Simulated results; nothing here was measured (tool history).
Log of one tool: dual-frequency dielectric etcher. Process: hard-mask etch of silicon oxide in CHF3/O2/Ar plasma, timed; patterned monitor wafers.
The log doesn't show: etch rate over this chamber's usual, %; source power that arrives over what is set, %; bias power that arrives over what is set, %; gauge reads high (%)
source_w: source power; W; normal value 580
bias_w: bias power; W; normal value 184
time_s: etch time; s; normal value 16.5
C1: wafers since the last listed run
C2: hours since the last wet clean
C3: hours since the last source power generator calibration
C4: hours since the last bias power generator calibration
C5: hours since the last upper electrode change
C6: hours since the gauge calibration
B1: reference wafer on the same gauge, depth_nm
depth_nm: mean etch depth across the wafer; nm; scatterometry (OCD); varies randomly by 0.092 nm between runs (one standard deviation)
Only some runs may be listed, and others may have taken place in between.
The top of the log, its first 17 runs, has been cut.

run 18 hour=824.7 | source_w=510 bias_w=222 time_s=16.5 | C1=765 C2=116 C3=144.6 C4=411.9 C5=616.9 C6=415.9 | B1=31.1 | depth_nm=34.45
run 19 hour=856 | source_w=580 bias_w=212 time_s=16.5 | C1=367 C2=147.3 C3=175.9 C4=443.2 C5=648.2 C6=447.2 | B1=31.08 | depth_nm=36.31
run 20 hour=902.6 | source_w=700 bias_w=146 time_s=20.5 | C1=547 C2=193.9 C3=222.5 C4=489.8 C5=694.8 C6=493.8 | B1=31.1 | depth_nm=41.82
run 21 hour=927.8 | source_w=580 bias_w=200 time_s=16.5 | C1=295 C2=219.1 C3=247.7 C4=515 C5=720 C6=519 | B1=31.09 | depth_nm=35.18
run 22 hour=977.8 | source_w=520 bias_w=141 time_s=19.5 | C1=587 C2=269.1 C3=297.7 C4=565 C5=770 C6=569 | B1=31.09 | depth_nm=32.98
run 23 hour=1049.7 | source_w=580 bias_w=184 time_s=16.5 | C1=844 C2=341 C3=369.6 C4=636.9 C5=841.9 C6=640.9 | B1=31.11 | depth_nm=33.88
run 24 hour=1075.5 | source_w=580 bias_w=147 time_s=16.5 | C1=302 C2=366.8 C3=395.4 C4=662.7 C5=867.7 C6=666.7 | B1=31.09 | depth_nm=30.57
run 25 hour=1109.6 | source_w=630 bias_w=146 time_s=11.5 | C1=400 C2=400.9 C3=429.5 C4=696.8 C5=901.8 C6=700.8 | B1=31.1 | depth_nm=22.3
run 26 hour=1173.5 | source_w=580 bias_w=184 time_s=16.5 | C1=750 C2=464.8 C3=493.4 C4=760.7 C5=965.7 C6=764.7 | B1=31.1 | depth_nm=33.93
run 27 hour=1241.1 | source_w=580 bias_w=184 time_s=16.5 | C1=793 C2=532.4 C3=561 C4=828.3 C5=1033.3 C6=832.3 | B1=31.1 | depth_nm=33.94
run 28 hour=1281.2 | source_w=580 bias_w=184 time_s=16.5 | C1=470 C2=572.5 C3=601.1 C4=868.4 C5=1073.4 C6=872.4 | B1=31.09 | depth_nm=34.03
-- hour=1354.7 wet clean of the chamber
run 29 hour=1355.2 | source_w=650 bias_w=209 time_s=16.5 | C1=587 C2=0.5 C3=675.1 C4=942.4 C5=1147.4 C6=946.4 | B1=31.11 | depth_nm=38.41
run 30 hour=1385 | source_w=580 bias_w=160 time_s=16.5 | C1=349 C2=30.3 C3=704.9 C4=972.2 C5=1177.2 C6=976.2 | B1=31.09 | depth_nm=31.79

Here are 4 independent what-if runs from the current tool condition. What would each one return?
run A hour=1385.4 | source_w=580 bias_w=184 time_s=19 | C1=4 C2=30.7 C3=705.3 C4=972.6 C5=1177.6 C6=976.6 | B1=? | depth_nm=?
run B hour=1385.4 | source_w=460 bias_w=184 time_s=16.5 | C1=4 C2=30.7 C3=705.3 C4=972.6 C5=1177.6 C6=976.6 | B1=? | depth_nm=?
run C hour=1385.4 | source_w=440 bias_w=184 time_s=14.5 | C1=4 C2=30.7 C3=705.3 C4=972.6 C5=1177.6 C6=976.6 | B1=? | depth_nm=?
run D hour=1385.4 | source_w=580 bias_w=141 time_s=14.5 | C1=4 C2=30.7 C3=705.3 C4=972.6 C5=1177.6 C6=976.6 | B1=? | depth_nm=?

run=A B1=31.11 depth_nm=39.25
run=B B1=31.11 depth_nm=29.68
run=C B1=31.11 depth_nm=25.34
run=D B1=31.11 depth_nm=26.28
Stripped of hidden state, with their random variation kept, the same runs would have yielded:
run=A depth_nm=39.22
run=B depth_nm=29.66
run=C depth_nm=25.32
run=D depth_nm=26.27

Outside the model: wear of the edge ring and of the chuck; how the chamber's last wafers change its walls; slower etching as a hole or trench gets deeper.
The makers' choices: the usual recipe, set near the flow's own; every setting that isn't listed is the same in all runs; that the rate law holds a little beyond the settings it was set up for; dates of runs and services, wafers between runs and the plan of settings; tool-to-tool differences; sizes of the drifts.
